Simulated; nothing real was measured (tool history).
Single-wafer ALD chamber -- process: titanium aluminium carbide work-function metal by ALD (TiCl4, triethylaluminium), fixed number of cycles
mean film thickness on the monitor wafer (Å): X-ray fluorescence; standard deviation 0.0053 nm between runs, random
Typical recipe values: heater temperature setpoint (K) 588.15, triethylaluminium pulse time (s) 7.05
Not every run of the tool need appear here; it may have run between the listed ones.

run     day  heater temperature setpoint (K)  triethylaluminium pulse time (s)  read-back reference wafer on the same gauge, thickness_nm  mean film thickness on the monitor wafer (Å)
  1       0                           595.15                              7.05                                                      2.421                                          22.9
  2   1.492                           595.15                              7.05                                                      2.421                                         22.91
  3   2.383                           588.15                              6.13                                                      2.421                                         21.52
  4   2.888                           588.15                              6.13                                                      2.421                                         21.53
  5   3.642                           588.15                              6.13                                                       2.42                                          21.5
  6   5.004                           588.15                              7.05                                                      2.418                                         22.32
      6.171  -- showerhead replaced
  7   6.192                           588.15                              7.05                                                       2.42                                         22.48
  8   6.833                           588.15                              7.05                                                      2.421                                         22.41
  9   8.229                           588.15                              7.05                                                       2.42                                         22.35
 10   8.754                           584.15                              8.34                                                      2.421                                         22.97
        9.4  -- gauge calibrated
     10.342  -- triethylaluminium bottle replaced
     10.367  -- thermocouple changed; heater temperature recalibrated
 11  10.388                           588.15                              7.05                                                      2.421                                         22.45
 12  10.688                           588.15                              5.76                                                      2.419                                         21.06
 13  11.975                           600.15                              5.07                                                      2.419                                         20.83
 14  12.525                           575.15                              5.43                                                      2.419                                         19.56
 15   13.75                           584.15                              7.05                                                      2.417                                         22.08
 16  14.992                           601.15                              9.41                                                      2.421                                         24.91
 17  16.262                           579.15                              9.48                                                      2.423                                         22.96
 18  17.467                           588.15                              7.05                                                       2.42                                         22.41

What the log doesn't show, run by run:
wafer temperature above the value expected at the setpoint (K): 0 on each run
triethylaluminium dose above that of a fresh bottle (%): 0 on each run
gauge reads high (%): 0 on each run
